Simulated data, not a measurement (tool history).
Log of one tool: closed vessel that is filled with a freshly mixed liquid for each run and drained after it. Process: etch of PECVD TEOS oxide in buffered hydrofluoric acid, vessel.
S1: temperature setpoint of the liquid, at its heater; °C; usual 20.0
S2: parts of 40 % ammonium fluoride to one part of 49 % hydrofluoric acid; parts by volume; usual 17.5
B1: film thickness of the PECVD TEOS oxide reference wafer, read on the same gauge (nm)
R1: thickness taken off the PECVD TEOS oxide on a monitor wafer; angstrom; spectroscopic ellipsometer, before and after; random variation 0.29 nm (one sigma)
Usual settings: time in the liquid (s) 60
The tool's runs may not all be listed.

Run 1, hour 0.0: usual settings; B1 60.05. Result: R1 465.2 angstrom.
Run 2, hour 10.7: usual settings; B1 60.01. Result: R1 461.3 angstrom.
Run 3, hour 56.3: usual settings; B1 60.03. Result: R1 464.2 angstrom.
Run 4, hour 68.1: usual settings but time in the liquid (s) 80; B1 59.97. Result: R1 615.5 angstrom.
Run 5, hour 81.4: usual settings but time in the liquid (s) 80; B1 60.01. Result: R1 617.2 angstrom.
Run 6, hour 95.5: usual settings; B1 60.00. Result: R1 462.9 angstrom.
At hour 104.8: thermometer replaced.
Run 7, hour 109.8: usual settings; B1 60.03. Result: R1 535.6 angstrom.
Run 8, hour 116.8: usual settings but S1 22.5 °C; B1 60.01. Result: R1 606.8 angstrom.
Run 9, hour 128.2: usual settings but time in the liquid (s) 50; B1 59.95. Result: R1 441.2 angstrom.
Run 10, hour 145.5: usual settings but time in the liquid (s) 50; B1 59.99. Result: R1 444.0 angstrom.
Run 11, hour 156.3: usual settings; B1 60.02. Result: R1 532.1 angstrom.
At hour 161.8: hydrofluoric acid flow meter replaced.
Run 12, hour 170.6: usual settings; B1 60.00. Result: R1 526.0 angstrom.
Run 13, hour 180.7: usual settings; B1 59.99. Result: R1 530.7 angstrom.
Run 14, hour 190.4: usual settings but S1 21.5 °C; B1 59.99. Result: R1 570.6 angstrom.
Run 15, hour 199.4: usual settings but S2 15.0 parts by volume, time in the liquid (s) 50; B1 59.98. Result: R1 517.6 angstrom.
Run 16, hour 213.9: usual settings but time in the liquid (s) 85; B1 60.01. Result: R1 747.3 angstrom.
Run 17, hour 220.0: usual settings but time in the liquid (s) 85; B1 60.02. Result: R1 749.6 angstrom.
At hour 227.7: gauge calibrated.
Run 18, hour 235.5: usual settings but S1 17.0 °C, S2 23.5 parts by volume; B1 59.98. Result: R1 348.3 angstrom.
Run 19, hour 247.3: usual settings but S2 20.0 parts by volume, time in the liquid (s) 45; B1 59.98. Result: R1 348.6 angstrom.
Run 20, hour 253.9: usual settings but S2 15.5 parts by volume, time in the liquid (s) 40; B1 60.00. Result: R1 395.2 angstrom.
Run 21, hour 267.9: usual settings but S1 22.0 °C, S2 22.5 parts by volume; B1 59.98. Result: R1 479.5 angstrom.
Run 22, hour 276.3: usual settings but S1 17.0 °C; B1 59.99. Result: R1 447.6 angstrom.
Run 23, hour 285.8: usual settings; B1 60.00. Result: R1 529.6 angstrom.
Run 24, hour 292.7: usual settings but S2 15.0 parts by volume; B1 59.98. Result: R1 614.5 angstrom.
Run 25, hour 306.4: usual settings but time in the liquid (s) 80; B1 60.00. Result: R1 704.6 angstrom.
Run 26, hour 320.4: usual settings but S1 23.0 °C, time in the liquid (s) 40; B1 59.99. Result: R1 416.8 angstrom.
Run 27, hour 327.0: usual settings but S2 21.5 parts by volume; B1 59.99. Result: R1 441.3 angstrom.
Run 28, hour 337.3: usual settings but S1 17.0 °C, time in the liquid (s) 35; B1 60.00. Result: R1 259.3 angstrom.

The same runs without the tool's hidden state, with the same run-to-run variation:
The hidden state here: liquid colder than its thermometer reads (K); hydrofluoric acid flow below the setpoint (%); gauge reads high (%).
run     R1
  1  536.5
  2  532.3
  3  536.8
  4  712.3
  5  715.1
  6  536.6
  7  539.8
  8  611.5
  9  445.2
 10  448.3
 11  537.5
 12  531.7
 13  536.7
 14  577.3
 15  524.0
 16  757.0
 17  759.8
 18  353.3
 19  353.9
 20  401.2
 21  487.0
 22  455.1
 23  538.6
 24  625.3
 25  717.4
 26  424.4
 27  449.8
 28  264.5
